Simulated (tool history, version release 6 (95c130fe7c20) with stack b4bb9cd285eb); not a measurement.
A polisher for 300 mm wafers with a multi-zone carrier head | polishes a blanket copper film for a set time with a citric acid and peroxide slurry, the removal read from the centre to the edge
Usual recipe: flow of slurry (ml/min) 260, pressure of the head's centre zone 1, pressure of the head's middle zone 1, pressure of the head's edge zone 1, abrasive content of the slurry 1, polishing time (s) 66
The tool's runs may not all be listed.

| run | hour | flow of slurry (ml/min) | pressure of the head's centre zone | pressure of the head's middle zone | pressure of the head's edge zone | abrasive content of the slurry | polishing time (s) | incoming thickness of the incoming film, nm | film removed at the wafer's centre (angstrom) | film removed at mid-radius (angstrom) | film removed at the wafer's edge (angstrom) |
|---|---|---|---|---|---|---|---|---|---|---|---|
| 1 | 0 | 260 | 1 | 1 | 1 | 1 | 79 | 1226.7 | 2383 | 2365 | 2292 |
|  | 28.4 | centre zone pressure recalibrated |
| 2 | 62 | 260 | 1 | 1 | 1 | 1 | 79 | 1253.3 | 2419 | 2399 | 2421 |
| 3 | 107.8 | 260 | 1 | 1 | 1 | 1 | 79 | 1235.7 | 2450 | 2313 | 2376 |
|  | 139.1 | worn pad replaced by a new one |
| 4 | 156.3 | 260 | 1 | 1 | 1 | 1 | 66 | 1225.1 | 2028 | 1960 | 1937 |
| 5 | 209.9 | 260 | 1 | 1 | 1 | 1 | 66 | 1211.4 | 2025 | 1933 | 1967 |
| 6 | 271.2 | 260 | 1 | 0.97 | 1 | 1 | 66 | 1220.5 | 1964 | 1933 | 1955 |
| 7 | 304.7 | 260 | 1 | 0.97 | 1 | 1 | 66 | 1242.2 | 1985 | 1945 | 1943 |
| 8 | 371 | 260 | 1 | 1 | 1 | 1 | 66 | 1246.3 | 1916 | 1953 | 1957 |
|  | 411.2 | worn pad replaced by a new one |
|  | 416 | centre zone pressure recalibrated |
| 9 | 434.6 | 260 | 1 | 1 | 1 | 1 | 66 | 1225.4 | 1793 | 1962 | 1920 |
| 10 | 480 | 260 | 1 | 1 | 1 | 1 | 66 | 1232.8 | 1780 | 1972 | 1981 |
| 11 | 532.6 | 260 | 1 | 1 | 1 | 1 | 66 | 1230.7 | 1795 | 1983 | 1942 |
|  | 593 | carrier head's membrane replaced by a new one |
| 12 | 594.2 | 260 | 1 | 1 | 1 | 1 | 66 | 1234.1 | 1798 | 1982 | 1998 |
| 13 | 654.3 | 260 | 1 | 1 | 1 | 1 | 66 | 1222.9 | 1744 | 1972 | 1943 |
|  | 666.7 | centre zone pressure recalibrated, repeated, since the last time left the tool worse |
|  | 668.8 | slurry nozzle cleaned |
|  | 685.3 | worn pad replaced by a new one |
| 14 | 721.8 | 260 | 1 | 1 | 1 | 0.9 | 89 | 1226.6 | 2661 | 2525 | 2585 |
| 15 | 749.1 | 260 | 1.1 | 1 | 1 | 1.1 | 66 | 1238.8 | 2316 | 2007 | 1986 |
| 16 | 780.9 | 210 | 1 | 1 | 0.93 | 0.85 | 57 | 1217.4 | 1637 | 1591 | 1560 |
|  | 911 | edge zone pressure recalibrated |
|  | 918.3 | worn pad replaced by a new one |
|  | 966.5 | centre zone pressure recalibrated |
| 17 | 976.4 | 175 | 1 | 0.93 | 1 | 1.15 | 66 | 1215.9 | 1998 | 1783 | 1944 |
| 18 | 1040 | 190 | 1 | 1 | 1 | 1 | 66 | 1237.5 | 1985 | 1838 | 1844 |
| 19 | 1067 | 260 | 1 | 0.91 | 1 | 1.1 | 66 | 1237.1 | 2098 | 1831 | 2007 |
| 20 | 1108.7 | 260 | 1 | 1 | 1 | 1.25 | 66 | 1222.9 | 2148 | 2027 | 2089 |
| 21 | 1163.1 | 260 | 0.91 | 1 | 0.92 | 1 | 66 | 1245.2 | 1864 | 1941 | 1969 |
|  | 1189.3 | worn pad replaced by a new one |
| 22 | 1199.1 | 260 | 1 | 1.07 | 0.92 | 1 | 82 | 1209.4 | 2518 | 2550 | 2340 |

Pick out some run-to-run changes in film removed at the wafer's centre (angstrom). Of each, how much would a tool without hidden state show as well, from the settings, what came in and chance, and how much is left for the hidden state and any gauge scatter not in both results compared?
Hidden state at play: removal rate lost through wear of the pad, %; slurry flow missing at the pad, %; deviation of the centre zone's pressure from its setpoint, %; deviation of the edge zone's pressure from its setpoint, %.
Run 8 -> 9: worn pad replaced by a new one, centre zone pressure recalibrated. film removed at the wafer's centre (angstrom) -123: hidden state -142, all else +19.
Run 13 -> 14: abrasive content of the slurry 1 -> 0.9, polishing time (s) 66 -> 89, centre zone pressure recalibrated, repeated, since the last time left the tool worse, slurry nozzle cleaned, worn pad replaced by a new one. film removed at the wafer's centre (angstrom) +917: hidden state +298, all else +619.
Run 15 -> 16: flow of slurry (ml/min) 260 -> 210, pressure of the head's centre zone 1.1 -> 1, pressure of the head's edge zone 1 -> 0.93, abrasive content of the slurry 1.1 -> 0.85, polishing time (s) 66 -> 57. film removed at the wafer's centre (angstrom) -679: hidden state +2, all else -681.

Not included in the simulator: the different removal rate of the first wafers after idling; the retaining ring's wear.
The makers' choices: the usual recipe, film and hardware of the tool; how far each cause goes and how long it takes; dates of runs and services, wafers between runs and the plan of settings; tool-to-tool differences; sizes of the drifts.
